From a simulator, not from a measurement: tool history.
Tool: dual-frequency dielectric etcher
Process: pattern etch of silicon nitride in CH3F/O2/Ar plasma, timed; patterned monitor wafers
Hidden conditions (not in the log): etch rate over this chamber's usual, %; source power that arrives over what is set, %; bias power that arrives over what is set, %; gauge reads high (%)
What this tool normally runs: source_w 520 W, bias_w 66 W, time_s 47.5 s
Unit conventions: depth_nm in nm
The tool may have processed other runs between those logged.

run,day,source_w,bias_w,time_s,wafers since the last listed run,hours since the last wet clean,hours since the last source power generator calibration,hours since the last bias power generator calibration,hours since the last upper electrode change,hours since the gauge calibration,"read-back reference wafer on the same gauge, depth_nm",depth_nm
1,0,520,66,47.5,0,62.9,1651.2,2274.9,2089.7,256.2,29.71,36.05
2,4.146,520,66,47.5,1493,162.4,1750.7,2374.4,2189.2,355.7,29.68,36.52
3,6.988,520,66,47.5,1024,230.6,1818.9,2442.6,2257.4,423.9,29.69,36.8
# day 11.229: gauge calibrated
4,11.283,520,66,47.5,1548,333.7,1922,2545.7,2360.5,1.3,29.71,36.97
# day 11.629: source power generator calibrated
# day 14.225: upper electrode replaced
5,14.246,520,66,47.5,647,404.8,62.8,2616.8,0.5,72.4,29.7,37.47
6,15.658,520,66,47.5,509,438.7,96.7,2650.7,34.4,106.3,29.7,37.35
# day 18.179: wet clean of the chamber
7,18.2,520,66,47.5,555,0.5,157.7,2711.7,95.4,167.3,29.67,36.46
8,20.762,410,66,47.5,923,62,219.2,2773.2,156.9,228.8,29.68,34.26
9,22.412,600,80,55.5,594,101.6,258.8,2812.8,196.5,268.4,29.67,48.89
10,24.304,430,76,47.5,681,147,304.2,2858.2,241.9,313.8,29.69,36.64
# day 28.012: bias power generator calibrated
11,28.038,520,59,34,1285,236.6,393.8,0.6,331.5,403.4,29.67,25.54
12,29.8,440,66,54,635,278.9,436.1,42.9,373.8,445.7,29.71,40.39
13,31.958,520,66,47.5,777,330.7,487.9,94.7,425.6,497.5,29.72,37.31
# day 34.038: gauge calibrated
14,35.071,520,66,47.5,1121,405.4,562.6,169.4,500.3,24.8,29.71,37.33

For each entry between runs, how does the tool's hidden state at the last listed run before it compare with that at the first listed run after it?
From run 3 to run 4: gauge calibrated (day 11.229)
  etch rate over this chamber's usual, %: 0.98 -> 1.95
  what was measured, less what the result would be without the hidden state, depth_nm: +0.36 -> +0.71 nm
From run 4 to run 5: source power generator calibrated (day 11.629); upper electrode replaced (day 14.225)
  etch rate over this chamber's usual, %: 1.95 -> 2.62
  what was measured, less what the result would be without the hidden state, depth_nm: +0.71 -> +0.95 nm
From run 6 to run 7: wet clean of the chamber (day 18.179)
  etch rate over this chamber's usual, %: 2.94 -> 0.178
  what was measured, less what the result would be without the hidden state, depth_nm: +1.06 -> +0.07 nm
From run 10 to run 11: bias power generator calibrated (day 28.012)
  etch rate over this chamber's usual, %: 1.56 -> 2.4
  what was measured, less what the result would be without the hidden state, depth_nm: +0.56 -> +0.6 nm
From run 13 to run 14: gauge calibrated (day 34.038)
  etch rate over this chamber's usual, %: 3.28 -> 3.98
  what was measured, less what the result would be without the hidden state, depth_nm: +1.19 -> +1.44 nm
